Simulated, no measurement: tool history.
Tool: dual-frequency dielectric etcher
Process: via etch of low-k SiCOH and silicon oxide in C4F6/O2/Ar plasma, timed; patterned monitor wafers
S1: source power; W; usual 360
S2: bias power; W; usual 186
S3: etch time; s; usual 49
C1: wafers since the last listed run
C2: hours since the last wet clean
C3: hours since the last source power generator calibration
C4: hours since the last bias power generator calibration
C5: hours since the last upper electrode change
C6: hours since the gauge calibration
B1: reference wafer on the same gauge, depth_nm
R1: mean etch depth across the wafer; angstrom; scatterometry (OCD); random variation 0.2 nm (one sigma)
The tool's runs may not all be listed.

| run | hour | S1 | S2 | S3 | C1 | C2 | C3 | C4 | C5 | C6 | B1 | R1 |
|---|---|---|---|---|---|---|---|---|---|---|---|---|
| 1 | 0 | 430 | 186 | 49 | 0 | 264 | 3751.8 | 1484 | 5827.3 | 20.1 | 118 | 1462 |
| 2 | 202.7 | 430 | 186 | 49 | 1534 | 466.7 | 3954.5 | 1686.7 | 6030 | 222.8 | 118 | 1466 |
|  | 244.6 | wet clean of the chamber |
| 3 | 245.1 | 360 | 186 | 49 | 139 | 0.5 | 3996.9 | 1729.1 | 6072.4 | 265.2 | 118 | 1372 |
| 4 | 256.5 | 360 | 186 | 49 | 86 | 11.9 | 4008.3 | 1740.5 | 6083.8 | 276.6 | 118 | 1377 |
| 5 | 298.8 | 360 | 186 | 49 | 320 | 54.2 | 4050.6 | 1782.8 | 6126.1 | 318.9 | 118 | 1375 |
|  | 318.6 | source power generator calibrated |
| 6 | 345.9 | 360 | 186 | 49 | 326 | 101.3 | 27.3 | 1829.9 | 6173.2 | 366 | 118.1 | 1376 |
|  | 371.4 | bias power generator calibrated |
| 7 | 380.8 | 360 | 186 | 49 | 233 | 136.2 | 62.2 | 9.4 | 6208.1 | 400.9 | 118 | 1368 |
| 8 | 439.8 | 360 | 186 | 49 | 446 | 195.2 | 121.2 | 68.4 | 6267.1 | 459.9 | 118 | 1368 |
| 9 | 490.7 | 360 | 205 | 49 | 385 | 246.1 | 172.1 | 119.3 | 6318 | 510.8 | 118 | 1412 |
|  | 498.1 | gauge calibrated |
| 10 | 530.8 | 300 | 218 | 49 | 303 | 286.2 | 212.2 | 159.4 | 6358.1 | 32.7 | 118 | 1363 |
| 11 | 588.9 | 290 | 165 | 43 | 439 | 344.3 | 270.3 | 217.5 | 6416.2 | 90.8 | 118 | 1082 |
| 12 | 650.2 | 400 | 145 | 49 | 464 | 405.6 | 331.6 | 278.8 | 6477.5 | 152.1 | 118 | 1317 |
|  | 711 | wet clean of the chamber |
|  | 713.8 | upper electrode replaced |
| 13 | 722.2 | 360 | 186 | 49 | 341 | 11.2 | 403.6 | 350.8 | 8.4 | 224.1 | 118 | 1368 |
| 14 | 786.2 | 410 | 186 | 49 | 484 | 75.2 | 467.6 | 414.8 | 72.4 | 288.1 | 118 | 1427 |
| 15 | 812 | 430 | 230 | 49 | 195 | 101 | 493.4 | 440.6 | 98.2 | 313.9 | 118 | 1551 |
| 16 | 840.7 | 360 | 186 | 49 | 217 | 129.7 | 522.1 | 469.3 | 126.9 | 342.6 | 118 | 1370 |
| 17 | 897.2 | 400 | 186 | 49 | 427 | 186.2 | 578.6 | 525.8 | 183.4 | 399.1 | 118 | 1421 |

5 ways to go on from here, each from the tool as it stands after run 17. What would each give?
| A | 897.6 | 360 | 186 | 49 | 3 | 186.6 | 579 | 526.2 | 183.8 | 399.5 | ? | ? |
| B | 897.6 | 450 | 208 | 59 | 3 | 186.6 | 579 | 526.2 | 183.8 | 399.5 | ? | ? |
| C | 897.6 | 320 | 210 | 35.5 | 3 | 186.6 | 579 | 526.2 | 183.8 | 399.5 | ? | ? |
| D | 897.6 | 400 | 199 | 59.5 | 3 | 186.6 | 579 | 526.2 | 183.8 | 399.5 | ? | ? |
| E | 897.6 | 360 | 166 | 49 | 3 | 186.6 | 579 | 526.2 | 183.8 | 399.5 | ? | ? |

| run | B1 | R1 |
|---|---|---|
| A | 118 | 1370 |
| B | 118 | 1840 |
| C | 118 | 994 |
| D | 118 | 1760 |
| E | 118 | 1322 |
Without the tool's hidden state the same runs would have given:
| run | R1 |
|---|---|
| A | 1358 |
| B | 1824 |
| C | 985 |
| D | 1744 |
| E | 1311 |

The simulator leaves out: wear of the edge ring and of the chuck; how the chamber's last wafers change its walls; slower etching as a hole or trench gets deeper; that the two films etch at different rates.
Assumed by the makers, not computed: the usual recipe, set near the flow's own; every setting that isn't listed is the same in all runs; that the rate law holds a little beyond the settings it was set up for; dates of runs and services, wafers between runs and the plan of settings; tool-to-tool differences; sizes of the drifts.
